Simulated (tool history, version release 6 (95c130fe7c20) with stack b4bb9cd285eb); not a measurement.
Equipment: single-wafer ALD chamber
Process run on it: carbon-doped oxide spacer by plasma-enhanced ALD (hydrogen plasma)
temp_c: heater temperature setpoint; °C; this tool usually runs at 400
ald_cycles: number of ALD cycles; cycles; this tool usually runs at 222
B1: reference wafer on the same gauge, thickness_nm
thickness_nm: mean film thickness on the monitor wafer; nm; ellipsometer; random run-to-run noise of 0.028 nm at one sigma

Run 1, hour 0: usual settings but temp_c 395 °C; B1 11.859. Result: thickness_nm 11.212 nm.
Run 2, hour 26.4: usual settings but temp_c 395 °C; B1 11.848. Result: thickness_nm 11.183 nm.
Run 3, hour 62: usual settings but temp_c 395 °C; B1 11.83. Result: thickness_nm 11.156 nm.
Run 4, hour 85.8: usual settings; B1 11.799. Result: thickness_nm 11.122 nm.
Run 5, hour 99.2: usual settings; B1 11.79. Result: thickness_nm 11.096 nm.
Run 6, hour 125.4: usual settings; B1 11.759. Result: thickness_nm 11.107 nm.
At hour 135.3: gauge calibrated.
Run 7, hour 151.4: usual settings; B1 11.876. Result: thickness_nm 11.204 nm.
Run 8, hour 182.7: usual settings but temp_c 392 °C, ald_cycles 195 cycles; B1 11.883. Result: thickness_nm 9.908 nm.
At hour 195.1: thermocouple changed; heater temperature recalibrated.
Run 9, hour 213.8: usual settings but temp_c 386 °C, ald_cycles 240 cycles; B1 11.878. Result: thickness_nm 12.089 nm.
Run 10, hour 242.9: usual settings; B1 11.861. Result: thickness_nm 11.17 nm.
Run 11, hour 277.2: usual settings but temp_c 407 °C, ald_cycles 190 cycles; B1 11.849. Result: thickness_nm 9.365 nm.
Run 12, hour 302.9: usual settings but temp_c 409 °C, ald_cycles 265 cycles; B1 11.834. Result: thickness_nm 12.975 nm.
Run 13, hour 336.1: usual settings but temp_c 396 °C, ald_cycles 186 cycles; B1 11.82. Result: thickness_nm 9.374 nm.
Run 14, hour 359.9: usual settings but temp_c 406 °C, ald_cycles 253 cycles; B1 11.801. Result: thickness_nm 12.398 nm.
Run 15, hour 374.6: usual settings; B1 11.784. Result: thickness_nm 11.131 nm.

Here are 4 independent what-if runs from the current tool condition. What would each one return?
Run A, hour 375.3: usual settings but ald_cycles 242 cycles; B1 ?. Result: thickness_nm ?.
Run B, hour 375.3: usual settings but temp_c 394 °C, ald_cycles 210 cycles; B1 ?. Result: thickness_nm ?.
Run C, hour 375.3: usual settings but temp_c 404 °C, ald_cycles 196 cycles; B1 ?. Result: thickness_nm ?.
Run D, hour 375.3: usual settings but temp_c 392 °C, ald_cycles 192 cycles; B1 ?. Result: thickness_nm ?.

run      B1  thickness_nm
  A  11.797         12.11
  B  11.797        10.508
  C  11.797         9.674
  D  11.797         9.608
With no hidden state in the tool, these same runs would have given:
run  thickness_nm
  A        12.223
  B        10.607
  C         9.765
  D         9.698

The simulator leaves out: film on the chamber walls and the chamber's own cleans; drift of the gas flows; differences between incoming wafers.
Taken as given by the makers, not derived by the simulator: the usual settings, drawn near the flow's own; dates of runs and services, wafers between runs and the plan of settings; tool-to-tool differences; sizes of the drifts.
